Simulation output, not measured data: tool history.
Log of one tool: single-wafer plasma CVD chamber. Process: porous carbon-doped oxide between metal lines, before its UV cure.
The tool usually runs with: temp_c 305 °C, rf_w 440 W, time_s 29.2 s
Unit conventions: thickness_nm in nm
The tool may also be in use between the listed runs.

| run | hour | temp_c | rf_w | time_s | read-back reference wafer on the same gauge, thickness_nm | thickness_nm |
|---|---|---|---|---|---|---|
| 1 | 0.0 | 316 | 440 | 29.2 | 112.907 | 134.644 |
| 2 | 102.3 | 316 | 440 | 29.2 | 112.931 | 134.244 |
| 3 | 165.3 | 316 | 440 | 29.2 | 112.956 | 134.330 |
| 4 | 246.9 | 305 | 440 | 33.2 | 112.937 | 161.214 |
| 5 | 344.6 | 305 | 440 | 33.2 | 112.962 | 160.944 |
| 6 | 385.9 | 305 | 440 | 33.2 | 112.967 | 161.568 |
| 7 | 438.8 | 308 | 440 | 29.2 | 113.086 | 140.930 |
| 8 | 699.5 | 308 | 440 | 29.2 | 112.951 | 140.632 |
| 9 | 790.0 | 305 | 440 | 29.2 | 113.088 | 142.858 |
|  | 800.3 | thermocouple changed; heater temperature recalibrated |
|  | 838.0 | gauge calibrated |
| 10 | 881.1 | 305 | 440 | 29.2 | 112.925 | 139.953 |
| 11 | 969.7 | 305 | 440 | 29.2 | 113.020 | 140.541 |
| 12 | 1015.4 | 305 | 370 | 29.2 | 112.997 | 118.129 |
| 13 | 1085.5 | 298 | 465 | 24.9 | 113.078 | 131.271 |
| 14 | 1181.8 | 312 | 395 | 24.8 | 112.965 | 104.427 |
|  | 1206.2 | RF generator calibrated |
| 15 | 1492.8 | 305 | 355 | 32.3 | 112.985 | 124.556 |
| 16 | 1563.3 | 318 | 460 | 24.2 | 113.007 | 115.260 |
| 17 | 1611.5 | 305 | 440 | 29.2 | 112.991 | 140.505 |

Run 18, settings as shown, results not yet in. Your forecast:
| 18 | 1672.6 | 305 | 355 | 32.3 | ? | ? |

{"run 18": {"read-back reference wafer on the same gauge, thickness_nm": 113.023, "thickness_nm": 125.366}}
With no hidden state in the tool, this same run would have given thickness_nm 124.572 nm.
